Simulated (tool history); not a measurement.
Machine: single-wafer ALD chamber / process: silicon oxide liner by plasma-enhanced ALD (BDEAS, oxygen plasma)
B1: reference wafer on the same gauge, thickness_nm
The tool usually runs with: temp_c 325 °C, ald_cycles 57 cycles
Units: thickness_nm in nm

Run 1, day 0.000: usual settings but temp_c 336 °C; B1 5.710. Result: thickness_nm 5.520 nm.
Run 2, day 2.346: usual settings but temp_c 336 °C; B1 5.711. Result: thickness_nm 5.542 nm.
Run 3, day 4.350: usual settings but temp_c 331 °C; B1 5.704. Result: thickness_nm 5.589 nm.
At day 6.979: thermocouple changed; heater temperature recalibrated.
Run 4, day 8.492: usual settings; B1 5.712. Result: thickness_nm 5.579 nm.
Run 5, day 10.554: usual settings; B1 5.710. Result: thickness_nm 5.619 nm.
Run 6, day 12.300: usual settings; B1 5.708. Result: thickness_nm 5.603 nm.
Run 7, day 16.767: usual settings but ald_cycles 52 cycles; B1 5.705. Result: thickness_nm 5.114 nm.
Run 8, day 19.471: usual settings but ald_cycles 52 cycles; B1 5.706. Result: thickness_nm 5.112 nm.
Run 9, day 23.104: usual settings; B1 5.714. Result: thickness_nm 5.594 nm.
Run 10, day 24.650: usual settings but ald_cycles 48 cycles; B1 5.714. Result: thickness_nm 4.702 nm.
Run 11, day 26.800: usual settings but ald_cycles 48 cycles; B1 5.711. Result: thickness_nm 4.700 nm.
Run 12, day 29.554: usual settings but ald_cycles 48 cycles; B1 5.712. Result: thickness_nm 4.723 nm.
Run 13, day 32.196: usual settings; B1 5.710. Result: thickness_nm 5.627 nm.
Run 14, day 33.788: usual settings; B1 5.709. Result: thickness_nm 5.586 nm.
Run 15, day 36.129: usual settings; B1 5.713. Result: thickness_nm 5.602 nm.
Run 16, day 37.938: usual settings; B1 5.708. Result: thickness_nm 5.616 nm.
Run 17, day 40.504: usual settings but temp_c 333 °C; B1 5.712. Result: thickness_nm 5.535 nm.
Run 18, day 43.788: usual settings but temp_c 333 °C; B1 5.709. Result: thickness_nm 5.547 nm.
Run 19, day 45.346: usual settings but temp_c 333 °C; B1 5.703. Result: thickness_nm 5.553 nm.
Run 20, day 47.796: usual settings; B1 5.705. Result: thickness_nm 5.607 nm.
Run 21, day 50.883: usual settings; B1 5.705. Result: thickness_nm 5.621 nm.
Run 22, day 53.967: usual settings but temp_c 337 °C, ald_cycles 53 cycles; B1 5.708. Result: thickness_nm 5.139 nm.
Run 23, day 56.117: usual settings but temp_c 320 °C; B1 5.716. Result: thickness_nm 5.671 nm.
Run 24, day 59.500: usual settings; B1 5.715. Result: thickness_nm 5.623 nm.
Run 25, day 63.229: usual settings but temp_c 330 °C, ald_cycles 67 cycles; B1 5.705. Result: thickness_nm 6.561 nm.
At day 66.579: thermocouple changed; heater temperature recalibrated.
Run 26, day 67.050: usual settings but temp_c 317 °C, ald_cycles 66 cycles; B1 5.712. Result: thickness_nm 6.552 nm.
Run 27, day 70.517: usual settings but temp_c 331 °C, ald_cycles 47 cycles; B1 5.706. Result: thickness_nm 4.572 nm.
Run 28, day 74.458: usual settings but temp_c 333 °C, ald_cycles 68 cycles; B1 5.711. Result: thickness_nm 6.573 nm.
At day 75.062: gauge calibrated.
Run 29, day 78.379: usual settings but temp_c 316 °C, ald_cycles 51 cycles; B1 5.711. Result: thickness_nm 5.050 nm.
Run 30, day 81.112: usual settings but temp_c 334 °C, ald_cycles 50 cycles; B1 5.709. Result: thickness_nm 4.812 nm.
Run 31, day 85.229: usual settings; B1 5.708. Result: thickness_nm 5.585 nm.
Run 32, day 86.733: usual settings but temp_c 321 °C; B1 5.715. Result: thickness_nm 5.594 nm.
Run 33, day 91.175: usual settings but temp_c 337 °C, ald_cycles 68 cycles; B1 5.712. Result: thickness_nm 6.529 nm.
Run 34, day 94.271: usual settings but temp_c 316 °C, ald_cycles 62 cycles; B1 5.712. Result: thickness_nm 6.175 nm.
Run 35, day 96.267: usual settings but temp_c 318 °C, ald_cycles 54 cycles; B1 5.713. Result: thickness_nm 5.376 nm.
Run 36, day 99.617: usual settings but temp_c 333 °C; B1 5.713. Result: thickness_nm 5.550 nm.
Run 37, day 102.142: usual settings but temp_c 332 °C, ald_cycles 64 cycles; B1 5.707. Result: thickness_nm 6.204 nm.
Run 38, day 104.383: usual settings but temp_c 339 °C, ald_cycles 52 cycles; B1 5.709. Result: thickness_nm 4.987 nm.
Run 39, day 108.638: usual settings but temp_c 317 °C, ald_cycles 68 cycles; B1 5.714. Result: thickness_nm 6.798 nm.
Run 40, day 110.183: usual settings but temp_c 334 °C, ald_cycles 65 cycles; B1 5.716. Result: thickness_nm 6.330 nm.
Run 41, day 112.925: usual settings but ald_cycles 53 cycles; B1 5.708. Result: thickness_nm 5.222 nm.
Run 42, day 115.242: usual settings but temp_c 330 °C, ald_cycles 66 cycles; B1 5.706. Result: thickness_nm 6.459 nm.
Run 43, day 119.379: usual settings but temp_c 320 °C, ald_cycles 46 cycles; B1 5.708. Result: thickness_nm 4.577 nm.
Run 44, day 122.575: usual settings but temp_c 335 °C; B1 5.709. Result: thickness_nm 5.518 nm.
At day 124.567: thermocouple changed; heater temperature recalibrated.
Run 45, day 127.217: usual settings; B1 5.710. Result: thickness_nm 5.600 nm.

Per-run results on a tool with no hidden state, each run keeping its own random variation:
Hidden conditions of the tool in this case: wafer temperature above the value expected at the setpoint (K); gauge reads high (%).
run  thickness_nm
  1         5.466
  2         5.487
  3         5.532
  4         5.579
  5         5.618
  6         5.600
  7         5.108
  8         5.104
  9         5.582
 10         4.691
 11         4.687
 12         4.708
 13         5.608
 14         5.565
 15         5.580
 16         5.592
 17         5.509
 18         5.518
 19         5.523
 20         5.576
 21         5.587
 22         5.104
 23         5.632
 24         5.582
 25         6.508
 26         6.563
 27         4.577
 28         6.577
 29         5.050
 30         4.810
 31         5.579
 32         5.587
 33         6.516
 34         6.161
 35         5.362
 36         5.532
 37         6.182
 38         4.967
 39         6.768
 40         6.300
 41         5.195
 42         6.424
 43         4.550
 44         5.482
 45         5.589
